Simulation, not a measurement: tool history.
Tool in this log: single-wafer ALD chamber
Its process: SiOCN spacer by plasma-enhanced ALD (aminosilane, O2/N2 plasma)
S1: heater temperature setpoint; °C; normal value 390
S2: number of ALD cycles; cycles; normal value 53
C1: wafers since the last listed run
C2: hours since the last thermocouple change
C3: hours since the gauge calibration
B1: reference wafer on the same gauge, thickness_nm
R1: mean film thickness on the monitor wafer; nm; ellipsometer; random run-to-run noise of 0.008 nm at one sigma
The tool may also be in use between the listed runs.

run,day,S1,S2,C1,C2,C3,B1,R1
1,0.000,390,53,0,1431.7,962.2,2.762,3.193
2,2.421,390,53,311,1489.8,1020.3,2.761,3.195
# day 4.396: gauge calibrated
3,5.512,381,53,397,1564.0,26.8,2.759,3.194
4,9.458,390,53,507,1658.7,121.5,2.758,3.184
5,11.812,390,53,302,1715.2,178.0,2.759,3.209
6,16.288,390,53,575,1822.6,285.4,2.760,3.189
7,19.379,384,61,397,1896.8,359.6,2.760,3.681
8,22.058,384,61,344,1961.1,423.9,2.758,3.671
9,24.162,384,61,270,2011.6,474.4,2.760,3.673
10,33.254,390,47,1168,2229.8,692.6,2.760,2.843
# day 34.562: thermocouple changed; heater temperature recalibrated
11,36.846,390,53,418,54.8,778.8,2.759,3.192
12,40.192,390,53,430,135.1,859.1,2.760,3.211
13,44.338,390,58,532,234.6,958.6,2.761,3.492
# day 48.117: gauge calibrated
14,48.600,395,49,547,336.9,11.6,2.762,2.950
15,53.054,378,53,572,443.8,118.5,2.759,3.210
16,57.200,390,53,532,543.3,218.0,2.759,3.202
17,60.546,397,53,430,623.6,298.3,2.762,3.188
18,67.688,376,50,917,795.0,469.7,2.759,3.016
19,69.792,376,61,270,845.5,520.2,2.761,3.659

How the hidden state differs across the entries between the runs, from the last listed run before each to the first after it:
Runs 2 to 3: gauge calibrated (day 4.396)
  nothing in the hidden state changes from one run to the other
Runs 10 to 11: thermocouple changed; heater temperature recalibrated (day 34.562)
  nothing in the hidden state changes from one run to the other
Runs 13 to 14: gauge calibrated (day 48.117)
  nothing in the hidden state changes from one run to the other
